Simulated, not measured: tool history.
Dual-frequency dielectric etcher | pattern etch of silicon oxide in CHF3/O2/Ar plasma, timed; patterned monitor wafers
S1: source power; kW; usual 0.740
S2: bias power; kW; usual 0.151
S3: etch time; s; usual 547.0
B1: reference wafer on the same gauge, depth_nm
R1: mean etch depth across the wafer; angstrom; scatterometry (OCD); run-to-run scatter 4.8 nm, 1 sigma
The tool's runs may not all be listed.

Run 1, day 0.000: usual settings; B1 1208.5. Result: R1 10832 angstrom.
Run 2, day 0.683: usual settings; B1 1209.9. Result: R1 10906 angstrom.
Run 3, day 3.617: usual settings; B1 1209.7. Result: R1 11015 angstrom.
Run 4, day 6.612: usual settings but S3 588.0 s; B1 1208.7. Result: R1 11802 angstrom.
Run 5, day 12.900: usual settings but S3 588.0 s; B1 1210.7. Result: R1 11961 angstrom.
Run 6, day 15.083: usual settings but S3 588.0 s; B1 1208.8. Result: R1 12048 angstrom.
Run 7, day 17.738: usual settings but S1 0.830 kW, S2 0.170 kW; B1 1209.8. Result: R1 11828 angstrom.
At day 20.775: wet clean of the chamber.
Run 8, day 20.796: usual settings but S1 0.830 kW, S2 0.170 kW; B1 1208.9. Result: R1 11213 angstrom.
Run 9, day 21.875: usual settings but S1 0.830 kW, S2 0.170 kW; B1 1211.1. Result: R1 11316 angstrom.
At day 23.858: bias power generator calibrated.
Run 10, day 26.288: usual settings but S1 0.820 kW, S2 0.172 kW, S3 495.5 s; B1 1210.1. Result: R1 10336 angstrom.
Run 11, day 28.946: usual settings; B1 1208.5. Result: R1 11079 angstrom.
At day 30.542: source power generator calibrated.
Run 12, day 30.633: usual settings but S1 0.860 kW, S3 686.0 s; B1 1208.2. Result: R1 14229 angstrom.
At day 31.671: upper electrode replaced.
Run 13, day 32.958: usual settings but S1 0.580 kW, S2 0.114 kW; B1 1208.4. Result: R1 10239 angstrom.
Run 14, day 35.371: usual settings; B1 1208.9. Result: R1 11144 angstrom.
Run 15, day 36.412: usual settings but S1 0.830 kW, S2 0.179 kW, S3 475.5 s; B1 1209.8. Result: R1 10219 angstrom.
Run 16, day 38.233: usual settings but S1 0.560 kW, S3 666.0 s; B1 1210.8. Result: R1 12953 angstrom.
At day 38.562: gauge calibrated.
Run 17, day 39.612: usual settings but S1 0.630 kW, S2 0.134 kW, S3 505.0 s; B1 1211.6. Result: R1 9880 angstrom.
Run 18, day 41.642: usual settings but S2 0.183 kW; B1 1209.6. Result: R1 11691 angstrom.
At day 43.262: wet clean of the chamber.
Run 19, day 44.146: usual settings; B1 1211.5. Result: R1 10806 angstrom.
Run 20, day 47.100: usual settings but S2 0.124 kW, S3 681.5 s; B1 1210.1. Result: R1 13163 angstrom.
Run 21, day 49.783: usual settings but S1 0.620 kW, S3 468.0 s; B1 1208.2. Result: R1 9103 angstrom.
Run 22, day 52.171: usual settings but S1 0.680 kW; B1 1209.0. Result: R1 10874 angstrom.
Run 23, day 53.712: usual settings; B1 1209.3. Result: R1 11026 angstrom.
Run 24, day 56.025: usual settings but S1 0.810 kW, S2 0.135 kW, S3 446.5 s; B1 1208.1. Result: R1 9110 angstrom.
Run 25, day 58.929: usual settings but S1 0.610 kW, S3 702.0 s; B1 1209.5. Result: R1 13941 angstrom.
Run 26, day 60.054: usual settings but S1 0.580 kW, S2 0.113 kW; B1 1210.9. Result: R1 10279 angstrom.
Run 27, day 62.983: usual settings but S2 0.126 kW, S3 487.5 s; B1 1208.9. Result: R1 9827 angstrom.
Run 28, day 64.750: usual settings; B1 1209.3. Result: R1 11415 angstrom.
At day 67.004: wet clean of the chamber.
Run 29, day 67.025: usual settings; B1 1209.3. Result: R1 10707 angstrom.

Consider 4 possible next runs. They are alternatives, not a sequence: every one starts from the tool as it was left by run 29. What does each give?
Run A, day 67.050: usual settings; B1 ?. Result: R1 ?.
Run B, day 67.050: usual settings but S3 429.5 s; B1 ?. Result: R1 ?.
Run C, day 67.050: usual settings but S1 0.690 kW, S2 0.128 kW, S3 405.0 s; B1 ?. Result: R1 ?.
Run D, day 67.050: usual settings but S1 0.650 kW, S2 0.141 kW, S3 698.0 s; B1 ?. Result: R1 ?.

run      B1     R1
  A  1211.3  10696
  B  1211.3   8399
  C  1211.3   7621
  D  1211.3  13178
Without the tool's hidden state the same runs would have given:
run     R1
  A  10757
  B   8446
  C   7664
  D  13253

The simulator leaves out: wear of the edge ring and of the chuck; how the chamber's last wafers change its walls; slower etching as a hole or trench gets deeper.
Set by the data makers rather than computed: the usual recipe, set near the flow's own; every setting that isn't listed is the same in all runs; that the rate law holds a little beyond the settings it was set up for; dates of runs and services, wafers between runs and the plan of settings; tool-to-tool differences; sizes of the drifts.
